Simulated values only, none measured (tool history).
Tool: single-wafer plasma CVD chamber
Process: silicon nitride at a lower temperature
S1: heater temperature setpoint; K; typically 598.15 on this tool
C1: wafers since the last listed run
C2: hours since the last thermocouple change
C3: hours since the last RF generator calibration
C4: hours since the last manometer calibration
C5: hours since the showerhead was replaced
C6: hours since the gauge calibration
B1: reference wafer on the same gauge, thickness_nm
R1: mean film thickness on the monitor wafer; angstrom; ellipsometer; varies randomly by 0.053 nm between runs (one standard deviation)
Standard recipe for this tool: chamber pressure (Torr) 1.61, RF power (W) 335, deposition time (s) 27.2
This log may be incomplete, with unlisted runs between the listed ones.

run 1 hour=0 | S1=598.15 chamber_pressure_(Torr)=1.61 RF_power_(W)=335 deposition_time_(s)=27.2 | C1=0 C2=1283.7 C3=1442.3 C4=1477.9 C5=6387.3 C6=308.9 | B1=35.619 | R1=337.54
run 2 hour=25.2 | S1=598.15 chamber_pressure_(Torr)=1.61 RF_power_(W)=335 deposition_time_(s)=27.2 | C1=493 C2=1308.9 C3=1467.5 C4=1503.1 C5=6412.5 C6=334.1 | B1=35.609 | R1=337.91
run 3 hour=42.6 | S1=598.15 chamber_pressure_(Torr)=1.61 RF_power_(W)=335 deposition_time_(s)=27.2 | C1=340 C2=1326.3 C3=1484.9 C4=1520.5 C5=6429.9 C6=351.5 | B1=35.606 | R1=338.91
run 4 hour=56.1 | S1=603.15 chamber_pressure_(Torr)=1.61 RF_power_(W)=335 deposition_time_(s)=27.2 | C1=264 C2=1339.8 C3=1498.4 C4=1534 C5=6443.4 C6=365 | B1=35.616 | R1=337.61
run 5 hour=78.3 | S1=598.15 chamber_pressure_(Torr)=1.61 RF_power_(W)=335 deposition_time_(s)=27.2 | C1=434 C2=1362 C3=1520.6 C4=1556.2 C5=6465.6 C6=387.2 | B1=35.6 | R1=337.3
run 6 hour=110.7 | S1=607.15 chamber_pressure_(Torr)=1.61 RF_power_(W)=335 deposition_time_(s)=23.1 | C1=633 C2=1394.4 C3=1553 C4=1588.6 C5=6498 C6=419.6 | B1=35.617 | R1=285.6
run 7 hour=144.6 | S1=607.15 chamber_pressure_(Torr)=1.61 RF_power_(W)=335 deposition_time_(s)=23.1 | C1=663 C2=1428.3 C3=1586.9 C4=1622.5 C5=6531.9 C6=453.5 | B1=35.577 | R1=284.53
run 8 hour=170.3 | S1=598.15 chamber_pressure_(Torr)=1.61 RF_power_(W)=335 deposition_time_(s)=25.1 | C1=502 C2=1454 C3=1612.6 C4=1648.2 C5=6557.6 C6=479.2 | B1=35.625 | R1=310.59
run 9 hour=189 | S1=598.15 chamber_pressure_(Torr)=1.61 RF_power_(W)=335 deposition_time_(s)=25.1 | C1=365 C2=1472.7 C3=1631.3 C4=1666.9 C5=6576.3 C6=497.9 | B1=35.587 | R1=310.51
run 10 hour=206.3 | S1=598.15 chamber_pressure_(Torr)=1.61 RF_power_(W)=335 deposition_time_(s)=25.1 | C1=338 C2=1490 C3=1648.6 C4=1684.2 C5=6593.6 C6=515.2 | B1=35.592 | R1=310.85
run 11 hour=223.1 | S1=598.15 chamber_pressure_(Torr)=1.78 RF_power_(W)=335 deposition_time_(s)=27.2 | C1=328 C2=1506.8 C3=1665.4 C4=1701 C5=6610.4 C6=532 | B1=35.604 | R1=341.66
run 12 hour=253.1 | S1=610.15 chamber_pressure_(Torr)=1.61 RF_power_(W)=275 deposition_time_(s)=27.2 | C1=586 C2=1536.8 C3=1695.4 C4=1731 C5=6640.4 C6=562 | B1=35.579 | R1=293.61
-- hour=277.8 RF generator calibrated
run 13 hour=284.7 | S1=598.15 chamber_pressure_(Torr)=1.61 RF_power_(W)=335 deposition_time_(s)=25.1 | C1=461 C2=1568.4 C3=6.9 C4=1762.6 C5=6672 C6=593.6 | B1=35.6 | R1=320.15
run 14 hour=309.4 | S1=598.15 chamber_pressure_(Torr)=1.61 RF_power_(W)=335 deposition_time_(s)=27.2 | C1=483 C2=1593.1 C3=31.6 C4=1787.3 C5=6696.7 C6=618.3 | B1=35.593 | R1=346.49
run 15 hour=337.4 | S1=606.15 chamber_pressure_(Torr)=1.61 RF_power_(W)=335 deposition_time_(s)=27.2 | C1=547 C2=1621.1 C3=59.6 C4=1815.3 C5=6724.7 C6=646.3 | B1=35.585 | R1=345.93
-- hour=365.2 showerhead replaced
run 16 hour=365.7 | S1=598.15 chamber_pressure_(Torr)=1.61 RF_power_(W)=335 deposition_time_(s)=29.7 | C1=397 C2=1649.4 C3=87.9 C4=1843.6 C5=0.5 C6=674.6 | B1=35.587 | R1=378.59
-- hour=385.3 capacitance manometer re-zeroed and calibrated
run 17 hour=385.8 | S1=588.15 chamber_pressure_(Torr)=1.92 RF_power_(W)=400 deposition_time_(s)=23.1 | C1=236 C2=1669.5 C3=108 C4=0.5 C5=20.6 C6=694.7 | B1=35.601 | R1=347.27
-- hour=400.7 thermocouple changed; heater temperature recalibrated
run 18 hour=401.2 | S1=598.15 chamber_pressure_(Torr)=1.42 RF_power_(W)=335 deposition_time_(s)=23.4 | C1=144 C2=0.5 C3=123.4 C4=15.9 C5=36 C6=710.1 | B1=35.576 | R1=297.48
run 19 hour=421.3 | S1=598.15 chamber_pressure_(Torr)=1.61 RF_power_(W)=360 deposition_time_(s)=21.8 | C1=393 C2=20.6 C3=143.5 C4=36 C5=56.1 C6=730.2 | B1=35.614 | R1=295.84
-- hour=437.4 gauge calibrated
run 20 hour=451.2 | S1=598.15 chamber_pressure_(Torr)=1.94 RF_power_(W)=335 deposition_time_(s)=23 | C1=584 C2=50.5 C3=173.4 C4=65.9 C5=86 C6=13.8 | B1=35.605 | R1=309.24
run 21 hour=465.3 | S1=598.15 chamber_pressure_(Torr)=1.61 RF_power_(W)=335 deposition_time_(s)=30.1 | C1=275 C2=64.6 C3=187.5 C4=80 C5=100.1 C6=27.9 | B1=35.598 | R1=390.52
run 22 hour=491.4 | S1=598.15 chamber_pressure_(Torr)=1.21 RF_power_(W)=335 deposition_time_(s)=28.9 | C1=510 C2=90.7 C3=213.6 C4=106.1 C5=126.2 C6=54 | B1=35.587 | R1=355.84
run 23 hour=505.8 | S1=598.15 chamber_pressure_(Torr)=1.61 RF_power_(W)=335 deposition_time_(s)=32.3 | C1=281 C2=105.1 C3=228 C4=120.5 C5=140.6 C6=68.4 | B1=35.586 | R1=418.98
run 24 hour=537.1 | S1=598.15 chamber_pressure_(Torr)=1.61 RF_power_(W)=305 deposition_time_(s)=31.4 | C1=612 C2=136.4 C3=259.3 C4=151.8 C5=171.9 C6=99.7 | B1=35.593 | R1=384.3
run 25 hour=569 | S1=598.15 chamber_pressure_(Torr)=1.61 RF_power_(W)=335 deposition_time_(s)=30 | C1=624 C2=168.3 C3=291.2 C4=183.7 C5=203.8 C6=131.6 | B1=35.622 | R1=388.01
run 26 hour=604 | S1=598.15 chamber_pressure_(Torr)=1.25 RF_power_(W)=335 deposition_time_(s)=27.2 | C1=684 C2=203.3 C3=326.2 C4=218.7 C5=238.8 C6=166.6 | B1=35.583 | R1=335.31
run 27 hour=633.5 | S1=598.15 chamber_pressure_(Torr)=1.61 RF_power_(W)=335 deposition_time_(s)=27.2 | C1=577 C2=232.8 C3=355.7 C4=248.2 C5=268.3 C6=196.1 | B1=35.607 | R1=351.42

Forecast each of these 5 alternatives for the next run:
run A hour=633.9 | S1=598.15 chamber_pressure_(Torr)=1.61 RF_power_(W)=335 deposition_time_(s)=27.2 | C1=7 C2=233.2 C3=356.1 C4=248.6 C5=268.7 C6=196.5 | B1=? | R1=?
run B hour=633.9 | S1=608.15 chamber_pressure_(Torr)=1.22 RF_power_(W)=370 deposition_time_(s)=27.2 | C1=7 C2=233.2 C3=356.1 C4=248.6 C5=268.7 C6=196.5 | B1=? | R1=?
run C hour=633.9 | S1=591.15 chamber_pressure_(Torr)=1.21 RF_power_(W)=390 deposition_time_(s)=27.2 | C1=7 C2=233.2 C3=356.1 C4=248.6 C5=268.7 C6=196.5 | B1=? | R1=?
run D hour=633.9 | S1=604.15 chamber_pressure_(Torr)=1.92 RF_power_(W)=285 deposition_time_(s)=27.2 | C1=7 C2=233.2 C3=356.1 C4=248.6 C5=268.7 C6=196.5 | B1=? | R1=?
run E hour=633.9 | S1=604.15 chamber_pressure_(Torr)=1.61 RF_power_(W)=280 deposition_time_(s)=27.2 | C1=7 C2=233.2 C3=356.1 C4=248.6 C5=268.7 C6=196.5 | B1=? | R1=?

run=A B1=35.598 R1=350.98
run=B B1=35.598 R1=353.07
run=C B1=35.598 R1=366.05
run=D B1=35.598 R1=327.04
run=E B1=35.598 R1=312.44
Take away the tool's hidden state, keep each run's random variation, and the runs would have read:
run=A R1=352.3
run=B R1=354.43
run=C R1=367.45
run=D R1=328.28
run=E R1=313.64
